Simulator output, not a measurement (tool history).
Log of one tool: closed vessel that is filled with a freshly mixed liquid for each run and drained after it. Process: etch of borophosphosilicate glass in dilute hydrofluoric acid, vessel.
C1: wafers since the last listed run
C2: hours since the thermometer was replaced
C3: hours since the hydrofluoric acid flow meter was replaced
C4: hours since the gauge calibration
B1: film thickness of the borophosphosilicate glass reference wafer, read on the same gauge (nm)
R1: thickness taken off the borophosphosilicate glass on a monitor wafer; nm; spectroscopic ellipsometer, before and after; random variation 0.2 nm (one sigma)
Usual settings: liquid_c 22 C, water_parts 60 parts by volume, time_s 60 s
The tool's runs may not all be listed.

{"run": 1, "day": 0.0, "liquid_c": 22, "water_parts": 60, "time_s": 60, "C1": 0, "C2": 653.2, "C3": 1462, "C4": 2579.3, "B1": 120.01, "R1": 35.07}
{"run": 2, "day": 2.283, "liquid_c": 22, "water_parts": 60, "time_s": 60, "C1": 5978, "C2": 708, "C3": 1516.8, "C4": 2634.1, "B1": 119.98, "R1": 34.85}
{"run": 3, "day": 4.996, "liquid_c": 19, "water_parts": 60, "time_s": 60, "C1": 7102, "C2": 773.1, "C3": 1581.9, "C4": 2699.2, "B1": 120.01, "R1": 30.62}
{"run": 4, "day": 7.629, "liquid_c": 19, "water_parts": 60, "time_s": 60, "C1": 6895, "C2": 836.3, "C3": 1645.1, "C4": 2762.4, "B1": 119.99, "R1": 30.73}
{"run": 5, "day": 11.021, "liquid_c": 22, "water_parts": 60, "time_s": 60, "C1": 8880, "C2": 917.7, "C3": 1726.5, "C4": 2843.8, "B1": 120.01, "R1": 34.4}
{"run": 6, "day": 15.038, "liquid_c": 22, "water_parts": 60, "time_s": 60, "C1": 10517, "C2": 1014.1, "C3": 1822.9, "C4": 2940.2, "B1": 120.01, "R1": 34.85}
{"run": 7, "day": 18.954, "liquid_c": 22, "water_parts": 60, "time_s": 60, "C1": 10255, "C2": 1108.1, "C3": 1916.9, "C4": 3034.2, "B1": 119.98, "R1": 34.75}
{"run": 8, "day": 22.088, "liquid_c": 23.5, "water_parts": 55, "time_s": 60, "C1": 8204, "C2": 1183.3, "C3": 1992.1, "C4": 3109.4, "B1": 120.01, "R1": 40.59}
{"day": 26.2, "done": "gauge calibrated"}
{"run": 9, "day": 32.892, "liquid_c": 23.5, "water_parts": 55, "time_s": 60, "C1": 28290, "C2": 1442.6, "C3": 2251.4, "C4": 160.6, "B1": 119.98, "R1": 40.37}
{"day": 39.083, "done": "hydrofluoric acid flow meter replaced"}
{"run": 10, "day": 40.95, "liquid_c": 23.5, "water_parts": 55, "time_s": 60, "C1": 20991, "C2": 1636, "C3": 44.8, "C4": 354, "B1": 119.98, "R1": 39.36}
{"run": 11, "day": 44.442, "liquid_c": 22, "water_parts": 60, "time_s": 50, "C1": 9142, "C2": 1719.8, "C3": 128.6, "C4": 437.8, "B1": 120.01, "R1": 28.32}
{"run": 12, "day": 46.742, "liquid_c": 22, "water_parts": 60, "time_s": 40, "C1": 6022, "C2": 1775, "C3": 183.8, "C4": 493, "B1": 120, "R1": 22.59}
{"run": 13, "day": 50.788, "liquid_c": 22, "water_parts": 40, "time_s": 60, "C1": 10593, "C2": 1872.1, "C3": 280.9, "C4": 590.1, "B1": 119.99, "R1": 52.19}
{"run": 14, "day": 54.571, "liquid_c": 22, "water_parts": 40, "time_s": 30, "C1": 9906, "C2": 1962.9, "C3": 371.7, "C4": 680.9, "B1": 120, "R1": 25.97}
{"run": 15, "day": 56.325, "liquid_c": 18.5, "water_parts": 40, "time_s": 85, "C1": 4593, "C2": 2005, "C3": 413.8, "C4": 723, "B1": 119.97, "R1": 63}
{"run": 16, "day": 62.708, "liquid_c": 26, "water_parts": 60, "time_s": 60, "C1": 16714, "C2": 2158.2, "C3": 567, "C4": 876.2, "B1": 119.99, "R1": 39.57}
{"run": 17, "day": 65.608, "liquid_c": 22, "water_parts": 60, "time_s": 75, "C1": 7593, "C2": 2227.8, "C3": 636.6, "C4": 945.8, "B1": 119.98, "R1": 42.13}
{"run": 18, "day": 70.108, "liquid_c": 26.5, "water_parts": 60, "time_s": 60, "C1": 11783, "C2": 2335.8, "C3": 744.6, "C4": 1053.8, "B1": 120, "R1": 40.57}
{"run": 19, "day": 72.912, "liquid_c": 17.5, "water_parts": 70, "time_s": 80, "C1": 7342, "C2": 2403.1, "C3": 811.9, "C4": 1121.1, "B1": 119.99, "R1": 31.24}
{"run": 20, "day": 77.379, "liquid_c": 19.5, "water_parts": 60, "time_s": 40, "C1": 11695, "C2": 2510.3, "C3": 919.1, "C4": 1228.3, "B1": 120.02, "R1": 20.24}
{"run": 21, "day": 83.912, "liquid_c": 27, "water_parts": 60, "time_s": 80, "C1": 17107, "C2": 2667.1, "C3": 1075.9, "C4": 1385.1, "B1": 120.01, "R1": 54.4}
{"day": 84.021, "done": "thermometer replaced"}
{"run": 22, "day": 88.367, "liquid_c": 22, "water_parts": 60, "time_s": 35, "C1": 11553, "C2": 104.3, "C3": 1182.8, "C4": 1492, "B1": 119.98, "R1": 20.59}
{"run": 23, "day": 91.9, "liquid_c": 25, "water_parts": 70, "time_s": 85, "C1": 9251, "C2": 189.1, "C3": 1267.6, "C4": 1576.8, "B1": 120.01, "R1": 48}
{"run": 24, "day": 95.483, "liquid_c": 18.5, "water_parts": 40, "time_s": 40, "C1": 9382, "C2": 275.1, "C3": 1353.6, "C4": 1662.8, "B1": 120.03, "R1": 31.32}
{"run": 25, "day": 97.15, "liquid_c": 22, "water_parts": 60, "time_s": 60, "C1": 4364, "C2": 315.1, "C3": 1393.6, "C4": 1702.8, "B1": 120, "R1": 35.18}
{"run": 26, "day": 98.921, "liquid_c": 20, "water_parts": 40, "time_s": 35, "C1": 4636, "C2": 357.6, "C3": 1436.1, "C4": 1745.3, "B1": 119.99, "R1": 29}
{"run": 27, "day": 102.242, "liquid_c": 22, "water_parts": 60, "time_s": 60, "C1": 8695, "C2": 437.3, "C3": 1515.8, "C4": 1825, "B1": 120.02, "R1": 35.39}
{"run": 28, "day": 106.575, "liquid_c": 25, "water_parts": 60, "time_s": 80, "C1": 11346, "C2": 541.3, "C3": 1619.8, "C4": 1929, "B1": 120.01, "R1": 52.59}
{"run": 29, "day": 111.008, "liquid_c": 25.5, "water_parts": 75, "time_s": 75, "C1": 11608, "C2": 647.7, "C3": 1726.2, "C4": 2035.4, "B1": 120.04, "R1": 39.73}
{"run": 30, "day": 113.792, "liquid_c": 22, "water_parts": 60, "time_s": 60, "C1": 7288, "C2": 714.5, "C3": 1793, "C4": 2102.2, "B1": 120, "R1": 35.09}
{"run": 31, "day": 116.162, "liquid_c": 22, "water_parts": 60, "time_s": 90, "C1": 6207, "C2": 771.4, "C3": 1849.9, "C4": 2159.1, "B1": 120, "R1": 52.52}
{"run": 32, "day": 119.729, "liquid_c": 23.5, "water_parts": 60, "time_s": 60, "C1": 9339, "C2": 857, "C3": 1935.5, "C4": 2244.7, "B1": 120.01, "R1": 36.94}

Hidden state or all else? Some run-to-run changes of R1, split into what the settings, what came in and random variation would give without the hidden state, and what is left for the hidden state (with any gauge scatter that isn't in both results):
The hidden state here: liquid colder than its thermometer reads (K); hydrofluoric acid flow below the setpoint (%); gauge reads high (%).
Run 14 -> 15: liquid_c 22 -> 18.5, time_s 30 -> 85. R1 +37.03 nm: hidden state -1.86, all else +38.89.
Run 20 -> 21: liquid_c 19.5 -> 27, time_s 40 -> 80. R1 +34.16 nm: hidden state -2.02, all else +36.18.
Run 21 -> 22: liquid_c 27 -> 22, time_s 80 -> 35, thermometer replaced. R1 -33.81 nm: hidden state +3.14, all else -36.95.
